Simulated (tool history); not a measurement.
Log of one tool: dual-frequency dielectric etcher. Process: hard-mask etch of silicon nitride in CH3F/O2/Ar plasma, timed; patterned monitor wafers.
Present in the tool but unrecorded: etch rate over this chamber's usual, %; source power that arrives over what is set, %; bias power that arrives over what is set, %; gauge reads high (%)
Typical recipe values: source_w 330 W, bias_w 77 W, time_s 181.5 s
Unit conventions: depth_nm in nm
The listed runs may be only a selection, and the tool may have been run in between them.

| run | day | source_w | bias_w | time_s | wafers since the last listed run | hours since the last wet clean | hours since the last source power generator calibration | hours since the last bias power generator calibration | hours since the last upper electrode change | hours since the gauge calibration | read-back reference wafer on the same gauge, depth_nm | depth_nm |
|---|---|---|---|---|---|---|---|---|---|---|---|---|
| 1 | 0.000 | 330 | 77 | 181.5 | 0 | 226.0 | 4583.4 | 4438.5 | 3923.6 | 82.5 | 132.0 | 115.8 |
| 2 | 0.867 | 330 | 77 | 181.5 | 199 | 246.8 | 4604.2 | 4459.3 | 3944.4 | 103.3 | 132.0 | 115.2 |
| 3 | 1.788 | 380 | 77 | 181.5 | 212 | 268.9 | 4626.3 | 4481.4 | 3966.5 | 125.4 | 132.2 | 120.1 |
| 4 | 2.212 | 380 | 77 | 181.5 | 97 | 279.1 | 4636.5 | 4491.6 | 3976.7 | 135.6 | 132.0 | 119.5 |
| 5 | 2.725 | 330 | 77 | 181.5 | 118 | 291.4 | 4648.8 | 4503.9 | 3989.0 | 147.9 | 132.1 | 116.4 |
| 6 | 3.279 | 330 | 77 | 181.5 | 127 | 304.7 | 4662.1 | 4517.2 | 4002.3 | 161.2 | 132.1 | 115.6 |
| 7 | 3.842 | 330 | 77 | 181.5 | 129 | 318.2 | 4675.6 | 4530.7 | 4015.8 | 174.7 | 131.9 | 115.1 |
| 8 | 4.192 | 330 | 77 | 181.5 | 80 | 326.6 | 4684.0 | 4539.1 | 4024.2 | 183.1 | 131.8 | 115.8 |
| 9 | 4.475 | 330 | 77 | 181.5 | 65 | 333.4 | 4690.8 | 4545.9 | 4031.0 | 189.9 | 131.9 | 115.4 |
|  | 5.246 | source power generator calibrated |
|  | 5.529 | upper electrode replaced, of another model than before |
| 10 | 5.550 | 330 | 77 | 181.5 | 144 | 359.2 | 7.3 | 4571.7 | 0.5 | 215.7 | 132.2 | 117.4 |
| 11 | 5.562 | 330 | 77 | 181.5 | 2 | 359.5 | 7.6 | 4572.0 | 0.8 | 216.0 | 131.9 | 116.3 |
| 12 | 5.996 | 330 | 77 | 181.5 | 99 | 369.9 | 18.0 | 4582.4 | 11.2 | 226.4 | 131.8 | 116.9 |
|  | 6.783 | gauge calibrated |
|  | 7.300 | wet clean of the chamber |
| 13 | 7.321 | 330 | 77 | 181.5 | 74 | 0.5 | 49.8 | 4614.2 | 43.0 | 12.9 | 132.1 | 111.6 |
| 14 | 7.338 | 330 | 77 | 181.5 | 3 | 0.9 | 50.2 | 4614.6 | 43.4 | 13.3 | 132.0 | 111.3 |
| 15 | 7.858 | 390 | 60 | 181.5 | 119 | 13.4 | 62.7 | 4627.1 | 55.9 | 25.8 | 132.0 | 100.6 |
| 16 | 8.442 | 330 | 66 | 141.0 | 134 | 27.4 | 76.7 | 4641.1 | 69.9 | 39.8 | 132.0 | 80.0 |
| 17 | 9.079 | 400 | 77 | 139.5 | 146 | 42.7 | 92.0 | 4656.4 | 85.2 | 55.1 | 132.2 | 89.5 |
| 18 | 9.629 | 280 | 70 | 181.5 | 126 | 55.9 | 105.2 | 4669.6 | 98.4 | 68.3 | 132.2 | 104.2 |
| 19 | 9.917 | 330 | 65 | 141.5 | 66 | 62.8 | 112.1 | 4676.5 | 105.3 | 75.2 | 132.0 | 80.4 |
|  | 10.388 | bias power generator calibrated |
| 20 | 10.458 | 330 | 77 | 181.5 | 86 | 75.8 | 125.1 | 1.7 | 118.3 | 88.2 | 132.0 | 113.4 |
| 21 | 10.921 | 350 | 65 | 160.0 | 106 | 86.9 | 136.2 | 12.8 | 129.4 | 99.3 | 132.1 | 91.9 |
| 22 | 11.458 | 270 | 77 | 181.5 | 123 | 99.8 | 149.1 | 25.7 | 142.3 | 112.2 | 131.8 | 110.4 |
| 23 | 11.833 | 330 | 77 | 217.0 | 86 | 108.8 | 158.1 | 34.7 | 151.3 | 121.2 | 131.9 | 135.4 |
| 24 | 12.229 | 260 | 77 | 181.5 | 91 | 118.3 | 167.6 | 44.2 | 160.8 | 130.7 | 132.1 | 109.9 |
| 25 | 12.942 | 330 | 77 | 181.5 | 164 | 135.4 | 184.7 | 61.3 | 177.9 | 147.8 | 132.1 | 113.4 |

Run 26 has not been measured yet. What should we expect?
| 26 | 13.300 | 370 | 89 | 138.0 | 82 | 144.0 | 193.3 | 69.9 | 186.5 | 156.4 | ? | ? |

read-back reference wafer on the same gauge, depth_nm: 131.8
depth_nm: 95.5 nm
Had the tool carried no hidden state, the very same run would have given depth_nm 93.6 nm.

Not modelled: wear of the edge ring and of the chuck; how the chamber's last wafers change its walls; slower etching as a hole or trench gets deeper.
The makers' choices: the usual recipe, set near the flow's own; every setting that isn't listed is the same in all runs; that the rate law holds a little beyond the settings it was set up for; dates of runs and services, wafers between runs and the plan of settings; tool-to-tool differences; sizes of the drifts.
